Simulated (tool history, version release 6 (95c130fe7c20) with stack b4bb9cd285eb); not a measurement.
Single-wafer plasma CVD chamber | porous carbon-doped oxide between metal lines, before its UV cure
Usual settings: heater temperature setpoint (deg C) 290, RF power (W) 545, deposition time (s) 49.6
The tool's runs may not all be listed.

run,hour,heater temperature setpoint (deg C),RF power (W),deposition time (s),"read-back reference wafer on the same gauge, thickness_nm",mean film thickness on the monitor wafer (Å)
1,0.0,290,520,49.6,286.365,2882.96
2,86.5,290,520,49.6,285.986,2876.36
3,188.7,290,545,49.6,286.095,2927.44
4,238.8,290,545,49.6,285.931,2917.89
5,324.0,290,545,49.6,285.869,2908.16
6,373.9,290,545,49.6,286.043,2916.86
7,467.6,302,545,49.6,285.952,2709.76
# hour 475.8: showerhead replaced
8,540.0,299,545,42.8,285.781,2371.21
9,584.4,304,510,57.5,285.589,3020.82
10,639.0,290,460,49.6,286.053,2698.62
11,765.5,290,455,49.6,286.027,2695.76
# hour 780.6: thermocouple changed; heater temperature recalibrated
# hour 784.4: RF generator calibrated
# hour 785.8: gauge calibrated
12,846.5,290,545,49.6,285.676,3074.52
13,932.9,290,545,49.6,286.244,3082.67
14,990.7,290,505,42.7,285.717,2565.34
15,1071.4,283,545,49.6,286.344,3192.58
16,1141.7,286,470,49.6,285.924,2946.88
17,1203.0,290,545,49.6,285.825,3056.71

3 ways to go on from here, each from the tool as it stands after run 17. What would each give?
A,1203.4,290,545,49.6,?,?
B,1203.4,300,545,58.5,?,?
C,1203.4,290,515,58.5,?,?

run,"read-back reference wafer on the same gauge, thickness_nm",mean film thickness on the monitor wafer (Å)
A,285.831,3054.75
B,285.831,3393.75
C,285.831,3515.74
Without the tool's hidden state the same runs would have given:
run,mean film thickness on the monitor wafer (Å)
A,3078.44
B,3419.92
C,3543.01
